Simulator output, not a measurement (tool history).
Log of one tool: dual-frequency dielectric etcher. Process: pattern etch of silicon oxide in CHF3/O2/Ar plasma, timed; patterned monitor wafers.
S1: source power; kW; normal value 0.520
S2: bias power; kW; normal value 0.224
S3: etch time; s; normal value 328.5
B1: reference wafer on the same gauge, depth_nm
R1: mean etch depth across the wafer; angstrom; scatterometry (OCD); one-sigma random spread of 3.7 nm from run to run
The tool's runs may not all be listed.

run	day	S1	S2	S3	B1	R1
1	0.000	0.440	0.224	328.5	820.3	6622
2	1.650	0.440	0.224	328.5	819.0	6698
3	3.071	0.520	0.224	328.5	821.5	6964
4	6.062	0.480	0.224	328.5	823.7	6783
# day 7.921: wet clean of the chamber
5	8.575	0.520	0.224	328.5	828.2	7003
6	9.642	0.520	0.224	328.5	826.8	7030
7	11.054	0.520	0.224	328.5	827.8	6987
# day 13.854: upper electrode replaced
8	13.875	0.520	0.224	328.5	830.9	7014
# day 14.062: source power generator calibrated
9	17.338	0.520	0.224	328.5	832.3	7166
10	19.138	0.520	0.224	328.5	834.3	7043
11	21.633	0.520	0.224	248.0	836.6	5361
12	23.679	0.520	0.224	328.5	839.7	7142
# day 24.692: wet clean of the chamber
13	24.712	0.520	0.224	328.5	839.0	7097
# day 25.575: gauge calibrated
14	26.258	0.570	0.207	418.5	802.2	8610
15	28.725	0.520	0.224	328.5	804.8	6761
# day 30.450: bias power generator calibrated
16	32.129	0.520	0.189	328.5	806.6	6350
17	34.362	0.460	0.247	392.5	807.7	8363
18	35.388	0.520	0.196	273.5	810.0	5319
19	37.342	0.440	0.242	302.0	813.5	6294
# day 39.242: wet clean of the chamber
20	39.554	0.520	0.224	328.5	814.1	6922
21	40.775	0.520	0.224	328.5	814.9	6891
22	42.721	0.520	0.207	268.0	816.3	5402
23	43.846	0.440	0.240	328.5	818.3	6866
24	45.417	0.520	0.224	328.5	816.7	6991
25	46.933	0.520	0.224	328.5	819.2	6934
26	49.092	0.520	0.224	328.5	820.1	6976
27	51.508	0.480	0.243	238.0	823.6	5160
# day 54.054: wet clean of the chamber
28	58.450	0.400	0.169	369.5	826.7	6535
29	60.712	0.490	0.224	277.5	828.9	5890

Forecast each of these 5 alternatives for the next run:
A	60.733	0.520	0.224	328.5	?	?
B	60.733	0.470	0.184	421.0	?	?
C	60.733	0.460	0.169	362.5	?	?
D	60.733	0.450	0.270	258.0	?	?
E	60.733	0.470	0.224	245.5	?	?

run	B1	R1
A	828.7	7047
B	828.7	8061
C	828.7	6641
D	828.7	5818
E	828.7	5141
With no hidden state in the tool, these same runs would have given:
run	R1
A	6838
B	7822
C	6444
D	5645
E	4988

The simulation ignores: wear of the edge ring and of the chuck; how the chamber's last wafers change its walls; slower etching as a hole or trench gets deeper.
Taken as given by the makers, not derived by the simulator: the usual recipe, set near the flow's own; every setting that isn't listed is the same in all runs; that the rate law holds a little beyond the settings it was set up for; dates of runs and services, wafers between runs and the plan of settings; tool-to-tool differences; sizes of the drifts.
